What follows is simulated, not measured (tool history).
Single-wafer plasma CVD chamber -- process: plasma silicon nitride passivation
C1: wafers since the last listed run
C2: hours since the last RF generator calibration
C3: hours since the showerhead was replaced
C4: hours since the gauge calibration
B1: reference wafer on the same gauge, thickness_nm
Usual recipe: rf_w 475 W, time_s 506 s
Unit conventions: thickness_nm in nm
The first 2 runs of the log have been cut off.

run 3 hour=55.7 | rf_w=535 time_s=506 | C1=61 C2=1049.9 C3=2451 C4=126.1 | B1=631.135 | thickness_nm=732.744
run 4 hour=72.7 | rf_w=535 time_s=506 | C1=42 C2=1066.9 C3=2468 C4=143.1 | B1=630.286 | thickness_nm=732.617
run 5 hour=95.5 | rf_w=475 time_s=506 | C1=56 C2=1089.7 C3=2490.8 C4=165.9 | B1=630.822 | thickness_nm=706.604
run 6 hour=124.8 | rf_w=475 time_s=506 | C1=72 C2=1119 C3=2520.1 C4=195.2 | B1=631.384 | thickness_nm=701.938
run 7 hour=163.1 | rf_w=475 time_s=506 | C1=94 C2=1157.3 C3=2558.4 C4=233.5 | B1=631.658 | thickness_nm=707.958
run 8 hour=196.8 | rf_w=475 time_s=506 | C1=83 C2=1191 C3=2592.1 C4=267.2 | B1=630.755 | thickness_nm=704.484
run 9 hour=228.9 | rf_w=475 time_s=506 | C1=79 C2=1223.1 C3=2624.2 C4=299.3 | B1=630.785 | thickness_nm=704.556
run 10 hour=250.5 | rf_w=475 time_s=506 | C1=53 C2=1244.7 C3=2645.8 C4=320.9 | B1=630.69 | thickness_nm=703.709
run 11 hour=279.5 | rf_w=475 time_s=506 | C1=71 C2=1273.7 C3=2674.8 C4=349.9 | B1=630.947 | thickness_nm=703.97
run 12 hour=292.5 | rf_w=475 time_s=506 | C1=32 C2=1286.7 C3=2687.8 C4=362.9 | B1=631.068 | thickness_nm=704.155
run 13 hour=309.8 | rf_w=475 time_s=506 | C1=42 C2=1304 C3=2705.1 C4=380.2 | B1=631.336 | thickness_nm=699.422
run 14 hour=342.4 | rf_w=450 time_s=506 | C1=80 C2=1336.6 C3=2737.7 C4=412.8 | B1=630.928 | thickness_nm=693.205
run 15 hour=368.6 | rf_w=475 time_s=506 | C1=64 C2=1362.8 C3=2763.9 C4=439 | B1=630.823 | thickness_nm=701.612
run 16 hour=384.2 | rf_w=475 time_s=506 | C1=38 C2=1378.4 C3=2779.5 C4=454.6 | B1=631.03 | thickness_nm=700.943
run 17 hour=398.2 | rf_w=475 time_s=455 | C1=34 C2=1392.4 C3=2793.5 C4=468.6 | B1=630.767 | thickness_nm=630.434
run 18 hour=413.6 | rf_w=475 time_s=506 | C1=38 C2=1407.8 C3=2808.9 C4=484 | B1=631.093 | thickness_nm=697.736
-- hour=426.6 showerhead replaced
run 19 hour=429.1 | rf_w=475 time_s=506 | C1=18 C2=1423.3 C3=2.5 C4=499.5 | B1=630.728 | thickness_nm=698.893
run 20 hour=444.8 | rf_w=475 time_s=506 | C1=38 C2=1439 C3=18.2 C4=515.2 | B1=630.718 | thickness_nm=701.569
run 21 hour=480.3 | rf_w=450 time_s=506 | C1=87 C2=1474.5 C3=53.7 C4=550.7 | B1=631.51 | thickness_nm=688.767
run 22 hour=502 | rf_w=475 time_s=506 | C1=53 C2=1496.2 C3=75.4 C4=572.4 | B1=631.974 | thickness_nm=700.248
-- hour=520.2 RF generator calibrated
run 23 hour=520.7 | rf_w=445 time_s=418 | C1=26 C2=0.5 C3=94.1 C4=591.1 | B1=630.145 | thickness_nm=577.162
run 24 hour=547.6 | rf_w=550 time_s=478 | C1=66 C2=27.4 C3=121 C4=618 | B1=631.132 | thickness_nm=702.839
-- hour=571.7 gauge calibrated
run 25 hour=575.1 | rf_w=520 time_s=430 | C1=68 C2=54.9 C3=148.5 C4=3.4 | B1=630.915 | thickness_nm=622.317
run 26 hour=593.2 | rf_w=570 time_s=464 | C1=44 C2=73 C3=166.6 C4=21.5 | B1=631.017 | thickness_nm=690.658
run 27 hour=620.6 | rf_w=410 time_s=537 | C1=67 C2=100.4 C3=194 C4=48.9 | B1=630.786 | thickness_nm=723.584

What will run 28 give?
run 28 hour=648.5 | rf_w=420 time_s=593 | C1=69 C2=128.3 C3=221.9 C4=76.8 | B1=? | thickness_nm=?

Run 28 came out at B1 631.335, thickness_nm 805.928 nm.
If the tool had no hidden condition, the same run with the same run-to-run variation would have returned thickness_nm 807.7 nm.
